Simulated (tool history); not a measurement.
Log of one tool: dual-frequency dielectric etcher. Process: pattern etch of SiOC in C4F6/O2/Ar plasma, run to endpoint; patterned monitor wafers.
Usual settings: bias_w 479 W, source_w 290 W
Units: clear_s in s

run,day,bias_w,source_w,wafers since the last listed run,hours since the last wet clean,hours since the last bias power generator calibration,hours since the last source power generator calibration,hours since the last upper electrode change,"incoming incoming film thickness, nm",clear_s
1,0,479,290,0,84.4,918.1,4167.9,5167,38.55,15.2
2,1.404,479,290,585,118.1,951.8,4201.6,5200.7,38.34,15
3,3.888,401,290,1036,177.7,1011.4,4261.2,5260.3,38,15.9
4,5.354,401,290,611,212.9,1046.6,4296.4,5295.5,38.11,15.9
5,8.029,401,290,1116,277.1,1110.8,4360.6,5359.7,38.23,15.9
6,10.175,541,290,895,328.6,1162.3,4412.1,5411.2,38,14.4
7,12.771,541,290,1083,390.9,1224.6,4474.4,5473.5,38.29,14.7
8,14.175,541,290,585,424.6,1258.3,4508.1,5507.2,38.73,14.8
# day 14.525: source power generator calibrated
# day 16.638: wet clean of the chamber
9,17.088,479,310,728,10.8,1328.2,61.5,5577.1,38.12,14.5
10,19.325,479,310,933,64.5,1381.9,115.2,5630.8,38.16,14.5
11,21.875,479,310,1063,125.7,1443.1,176.4,5692,38.39,14.5
12,24.679,479,340,1170,193,1510.4,243.7,5759.3,38.4,14.3
13,26.592,479,340,797,238.9,1556.3,289.6,5805.2,38.52,14.5
14,27.654,479,340,443,264.4,1581.8,315.1,5830.7,38.34,14.3
# day 30.104: bias power generator calibrated
15,30.125,479,290,961,323.7,0.5,374.4,5890,38.45,15.2
16,31.308,515,310,493,352.1,28.9,402.8,5918.4,38.03,14.4
17,33.8,479,310,1039,411.9,88.7,462.6,5978.2,38.27,14.9
18,35.842,479,290,851,460.9,137.7,511.6,6027.2,38.26,15.3
# day 38.45: wet clean of the chamber
19,38.471,427,290,679,0.5,200.8,574.7,6090.3,38.39,15.7
20,40.358,479,290,787,45.8,246.1,620,6135.6,38.54,15.1
# day 42.812: upper electrode replaced, of another model than before
21,43.1,438,260,726,111.6,311.9,685.8,6.9,38.05,16.2
22,45.979,479,290,1201,180.7,381,754.9,76,38.12,15
23,47.125,447,260,478,208.2,408.5,782.4,103.5,38.26,16.3
24,49.796,398,330,1114,272.3,472.6,846.5,167.6,38.33,14.7
25,52.154,479,290,984,328.9,529.2,903.1,224.2,38.61,15.4
26,53.492,549,270,558,361,561.3,935.2,256.3,38.37,15.4
27,56.279,479,260,1163,427.9,628.2,1002.1,323.2,38.15,16
# day 58.325: wet clean of the chamber
28,58.346,529,290,445,0.5,677.8,1051.7,372.8,38.26,14.8
29,60.379,373,340,848,49.3,726.6,1100.5,421.6,37.91,14.5
30,62.146,513,270,737,91.7,769,1142.9,464,38.1,15.3
31,63.162,479,350,424,116.1,793.4,1167.3,488.4,38.32,13.8
32,65.742,479,290,1076,178,855.3,1229.2,550.3,38.47,15.2
33,68.5,479,290,1150,244.2,921.5,1295.4,616.5,38.54,15.3
34,69.633,479,290,472,271.4,948.7,1322.6,643.7,38.42,15.4
35,71.921,581,340,954,326.3,1003.6,1377.5,698.6,37.93,13.5

Forecast each of these 4 alternatives for the next run:
A,71.938,479,320,6,326.7,1004,1377.9,699,38.08,?
B,71.938,479,230,6,326.7,1004,1377.9,699,38.08,?
C,71.938,521,320,6,326.7,1004,1377.9,699,38.08,?
D,71.938,509,230,6,326.7,1004,1377.9,699,38.08,?

run,clear_s
A,14.4
B,17
C,14.2
D,16.8
Without the tool's hidden state the same runs would have given:
run,clear_s
A,14.2
B,16.7
C,13.9
D,16.5

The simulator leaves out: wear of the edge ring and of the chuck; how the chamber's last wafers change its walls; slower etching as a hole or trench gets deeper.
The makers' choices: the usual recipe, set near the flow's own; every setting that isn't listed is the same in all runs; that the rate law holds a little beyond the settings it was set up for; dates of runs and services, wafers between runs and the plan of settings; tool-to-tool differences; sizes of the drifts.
